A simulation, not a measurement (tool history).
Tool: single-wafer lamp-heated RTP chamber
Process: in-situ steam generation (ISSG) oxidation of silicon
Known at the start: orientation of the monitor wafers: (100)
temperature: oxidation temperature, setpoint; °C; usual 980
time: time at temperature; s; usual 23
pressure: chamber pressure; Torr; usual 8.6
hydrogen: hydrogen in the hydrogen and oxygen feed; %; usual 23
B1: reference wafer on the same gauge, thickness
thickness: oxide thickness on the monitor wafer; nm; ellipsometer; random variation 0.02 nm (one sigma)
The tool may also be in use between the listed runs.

Run 1, day 0: usual settings but temperature 990 °C, time 26 s; B1 6.279. Result: thickness 6.2 nm.
Run 2, day 1.217: usual settings; B1 6.284. Result: thickness 5.617 nm.
Run 3, day 2.525: usual settings; B1 6.282. Result: thickness 5.58 nm.
At day 4.821: pyrometer window cleaned and pyrometer calibrated.
Run 4, day 8.125: usual settings but temperature 969 °C; B1 6.272. Result: thickness 5.388 nm.
Run 5, day 9.362: usual settings but temperature 969 °C; B1 6.286. Result: thickness 5.442 nm.
At day 15.775: hydrogen flow controller replaced.
Run 6, day 16.633: usual settings but temperature 969 °C; B1 6.285. Result: thickness 5.351 nm.
Run 7, day 18.546: usual settings but pressure 8 Torr; B1 6.281. Result: thickness 5.685 nm.
Run 8, day 19.954: usual settings but pressure 8 Torr; B1 6.283. Result: thickness 5.634 nm.
Run 9, day 21.338: usual settings but pressure 8 Torr; B1 6.277. Result: thickness 5.587 nm.
Run 10, day 22.354: usual settings; B1 6.282. Result: thickness 5.59 nm.
Run 11, day 24.667: usual settings; B1 6.273. Result: thickness 5.582 nm.
Run 12, day 25.946: usual settings; B1 6.282. Result: thickness 5.623 nm.
At day 26.258: gauge calibrated.
Run 13, day 26.975: usual settings but hydrogen 20 %; B1 6.282. Result: thickness 5.429 nm.
Run 14, day 28.229: usual settings but temperature 992 °C, time 26 s, pressure 9.6 Torr, hydrogen 31 %; B1 6.282. Result: thickness 6.567 nm.
Run 15, day 29.579: usual settings but temperature 964 °C, time 32 s, pressure 7.6 Torr, hydrogen 15 %; B1 6.283. Result: thickness 5.644 nm.

Run 16 comes next. What will it give?
Run 16, day 30.875: usual settings; B1 ?. Result: thickness ?.

{"run 16": {"B1": 6.277, "thickness": 5.621}}
Without the tool's hidden state the same run would have given thickness 5.621 nm.
